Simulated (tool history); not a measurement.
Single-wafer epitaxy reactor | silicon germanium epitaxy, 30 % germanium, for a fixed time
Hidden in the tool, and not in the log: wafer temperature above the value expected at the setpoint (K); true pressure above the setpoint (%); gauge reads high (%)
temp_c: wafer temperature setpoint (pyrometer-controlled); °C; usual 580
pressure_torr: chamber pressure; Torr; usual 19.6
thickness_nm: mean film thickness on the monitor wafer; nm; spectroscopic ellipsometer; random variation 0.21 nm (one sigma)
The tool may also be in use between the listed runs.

run,hour,temp_c,pressure_torr,wafers since the last listed run,hours since the last pyrometer calibration,hours since the last manometer calibration,hours since the showerhead was replaced,hours since the gauge calibration,"read-back reference wafer on the same gauge, thickness_nm",thickness_nm
1,0,580,22.6,0,826,1910.9,5607.1,411.6,46.129,45.155
2,17.8,580,19.6,287,843.8,1928.7,5624.9,429.4,46.092,42.332
3,35.8,580,19.6,290,861.8,1946.7,5642.9,447.4,46.074,42.078
4,46.8,580,19.6,177,872.8,1957.7,5653.9,458.4,46.076,42.07
5,63.6,580,19.6,271,889.6,1974.5,5670.7,475.2,46.087,41.969
6,75.7,580,19.6,195,901.7,1986.6,5682.8,487.3,46.07,42.395
7,83.9,580,22.1,132,909.9,1994.8,5691,495.5,46.112,44.901
# hour 96.8: showerhead replaced
8,97.3,580,22.1,87,923.3,2008.2,0.5,508.9,46.085,44.407
9,113.5,580,22.1,261,939.5,2024.4,16.7,525.1,46.133,44.388
10,127.7,580,19.6,229,953.7,2038.6,30.9,539.3,46.077,42.302
11,180.6,580,19.6,855,1006.6,2091.5,83.8,592.2,46.082,41.927
# hour 196.6: capacitance manometer re-zeroed and calibrated
12,197.1,580,21.4,137,1023.1,0.5,100.3,608.7,46.13,44.029
13,205.9,580,21.4,142,1031.9,9.3,109.1,617.5,46.095,44.033
14,217.2,587,19.6,182,1043.2,20.6,120.4,628.8,46.144,47.288
15,234.8,586,21.3,284,1060.8,38.2,138,646.4,46.083,48.253
16,248.9,572,17.9,227,1074.9,52.3,152.1,660.5,46.133,35.342
17,260.1,594,22.1,181,1086.1,63.5,163.3,671.7,46.098,56.006
18,270.1,580,15.9,161,1096.1,73.5,173.3,681.7,46.085,38.252
19,303,588,19.6,531,1129,106.4,206.2,714.6,46.056,48.057
20,312.9,580,19.6,160,1138.9,116.3,216.1,724.5,46.074,41.922
21,325.3,580,16.6,200,1151.3,128.7,228.5,736.9,46.063,39.164
22,331.8,576,23.7,105,1157.8,135.2,235,743.4,46.131,42.827
23,341.1,594,21.2,150,1167.1,144.5,244.3,752.7,46.075,54.952
# hour 350.8: pyrometer calibrated
# hour 351.2: gauge calibrated
24,351.3,585,18.3,35,0.5,154.7,254.5,0.1,46.141,46.649
25,367,580,23.9,253,16.2,170.4,270.2,15.8,46.111,47.999
26,383.9,570,23.1,273,33.1,187.3,287.1,32.7,46.172,39.679
27,391.2,585,15.2,118,40.4,194.6,294.4,40,46.071,42.344
28,402.1,580,19.6,176,51.3,205.5,305.3,50.9,46.122,43.751
29,418.1,580,18.1,258,67.3,221.5,321.3,66.9,46.084,42.471
30,433.4,580,19.6,247,82.6,236.8,336.6,82.2,46.097,43.718
31,440.7,575,20.9,118,89.9,244.1,343.9,89.5,46.073,41.312
32,466.9,580,19.6,423,116.1,270.3,370.1,115.7,46.061,43.594
33,474.8,580,17.8,127,124,278.2,378,123.6,46.082,41.53
34,481.2,592,16.2,103,130.4,284.6,384.4,130,46.081,48.84
35,495.9,580,19.6,237,145.1,299.3,399.1,144.7,46.108,43.929
36,502.7,580,19.6,109,151.9,306.1,405.9,151.5,46.092,42.922

The tool's hidden state at each run:
true pressure above the setpoint (%): 0 in every run
gauge reads high (%): 0 in every run
H1: wafer temperature above the value expected at the setpoint (K)
run,H1
1,-2.11
2,-2.13
3,-2.14
4,-2.15
5,-2.17
6,-2.18
7,-2.19
8,-2.2
9,-2.21
10,-2.22
11,-2.26
12,-2.27
13,-2.27
14,-2.28
15,-2.29
16,-2.3
17,-2.31
18,-2.31
19,-2.33
20,-2.33
21,-2.34
22,-2.34
23,-2.35
24,0.406
25,0.293
26,0.177
27,0.128
28,0.0568
29,-0.0446
30,-0.138
31,-0.181
32,-0.331
33,-0.374
34,-0.409
35,-0.486
36,-0.521
